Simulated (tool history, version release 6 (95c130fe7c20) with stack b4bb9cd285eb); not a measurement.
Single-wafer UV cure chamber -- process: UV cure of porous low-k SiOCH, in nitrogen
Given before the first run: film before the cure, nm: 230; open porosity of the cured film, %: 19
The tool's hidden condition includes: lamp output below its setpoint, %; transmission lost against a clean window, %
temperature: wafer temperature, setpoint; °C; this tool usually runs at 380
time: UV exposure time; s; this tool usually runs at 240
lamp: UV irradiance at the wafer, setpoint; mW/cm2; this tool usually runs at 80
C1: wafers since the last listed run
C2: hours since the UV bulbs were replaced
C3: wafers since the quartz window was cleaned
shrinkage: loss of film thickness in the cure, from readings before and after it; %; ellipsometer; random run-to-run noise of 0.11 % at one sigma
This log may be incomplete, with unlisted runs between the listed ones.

{"run": 1, "hour": 0.0, "temperature": 380, "time": 195, "lamp": 51, "C1": 0, "C2": 2062.1, "C3": 783, "shrinkage": 7.735}
{"run": 2, "hour": 31.5, "temperature": 380, "time": 240, "lamp": 80, "C1": 409, "C2": 2093.6, "C3": 1192, "shrinkage": 10.439}
{"run": 3, "hour": 82.1, "temperature": 380, "time": 240, "lamp": 80, "C1": 657, "C2": 2144.2, "C3": 1850, "shrinkage": 10.069}
{"hour": 118.8, "done": "quartz window cleaned"}
{"run": 4, "hour": 130.1, "temperature": 380, "time": 240, "lamp": 80, "C1": 519, "C2": 2192.2, "C3": 147, "shrinkage": 10.503}
{"run": 5, "hour": 163.2, "temperature": 380, "time": 240, "lamp": 80, "C1": 430, "C2": 2225.3, "C3": 577, "shrinkage": 10.392}
{"run": 6, "hour": 189.0, "temperature": 380, "time": 240, "lamp": 80, "C1": 335, "C2": 2251.1, "C3": 912, "shrinkage": 10.335}
{"run": 7, "hour": 221.5, "temperature": 380, "time": 240, "lamp": 80, "C1": 422, "C2": 2283.6, "C3": 1335, "shrinkage": 10.107}
{"run": 8, "hour": 248.1, "temperature": 380, "time": 240, "lamp": 80, "C1": 345, "C2": 2310.2, "C3": 1680, "shrinkage": 9.929}
{"run": 9, "hour": 292.2, "temperature": 380, "time": 240, "lamp": 80, "C1": 573, "C2": 2354.3, "C3": 2253, "shrinkage": 9.676}
{"hour": 327.2, "done": "quartz window cleaned"}
{"run": 10, "hour": 344.4, "temperature": 380, "time": 240, "lamp": 80, "C1": 574, "C2": 2406.5, "C3": 223, "shrinkage": 10.617}
{"run": 11, "hour": 429.3, "temperature": 380, "time": 305, "lamp": 80, "C1": 1103, "C2": 2491.4, "C3": 1326, "shrinkage": 11.534}
{"run": 12, "hour": 476.7, "temperature": 373, "time": 335, "lamp": 114, "C1": 616, "C2": 2538.8, "C3": 1942, "shrinkage": 13.113}
{"run": 13, "hour": 520.6, "temperature": 380, "time": 240, "lamp": 80, "C1": 570, "C2": 2582.7, "C3": 2513, "shrinkage": 9.945}
{"hour": 532.8, "done": "quartz window cleaned"}
{"run": 14, "hour": 648.3, "temperature": 372, "time": 310, "lamp": 69, "C1": 1555, "C2": 2710.4, "C3": 1500, "shrinkage": 10.543}
{"run": 15, "hour": 696.3, "temperature": 369, "time": 240, "lamp": 80, "C1": 623, "C2": 2758.4, "C3": 2124, "shrinkage": 9.78}
{"run": 16, "hour": 726.2, "temperature": 371, "time": 280, "lamp": 96, "C1": 388, "C2": 2788.3, "C3": 2513, "shrinkage": 11.238}
{"hour": 746.8, "done": "quartz window cleaned"}
{"hour": 749.0, "done": "UV bulbs replaced"}
{"run": 17, "hour": 788.4, "temperature": 367, "time": 170, "lamp": 80, "C1": 676, "C2": 39.4, "C3": 512, "shrinkage": 8.627}
{"run": 18, "hour": 848.7, "temperature": 380, "time": 240, "lamp": 80, "C1": 783, "C2": 99.7, "C3": 1296, "shrinkage": 10.127}
{"run": 19, "hour": 883.3, "temperature": 368, "time": 150, "lamp": 80, "C1": 449, "C2": 134.3, "C3": 1745, "shrinkage": 7.942}
{"run": 20, "hour": 922.8, "temperature": 364, "time": 160, "lamp": 100, "C1": 513, "C2": 173.8, "C3": 2259, "shrinkage": 8.682}
{"hour": 965.6, "done": "quartz window cleaned"}
{"run": 21, "hour": 985.7, "temperature": 380, "time": 240, "lamp": 80, "C1": 713, "C2": 236.7, "C3": 260, "shrinkage": 10.528}

The same runs without the tool's hidden state, with the same run-to-run variation:
run=1 shrinkage=8.005
run=2 shrinkage=10.887
run=3 shrinkage=10.766
run=4 shrinkage=10.646
run=5 shrinkage=10.690
run=6 shrinkage=10.759
run=7 shrinkage=10.688
run=8 shrinkage=10.643
run=9 shrinkage=10.619
run=10 shrinkage=10.702
run=11 shrinkage=12.046
run=12 shrinkage=13.902
run=13 shrinkage=10.921
run=14 shrinkage=11.200
run=15 shrinkage=10.681
run=16 shrinkage=12.359
run=17 shrinkage=8.839
run=18 shrinkage=10.641
run=19 shrinkage=8.600
run=20 shrinkage=9.545
run=21 shrinkage=10.746
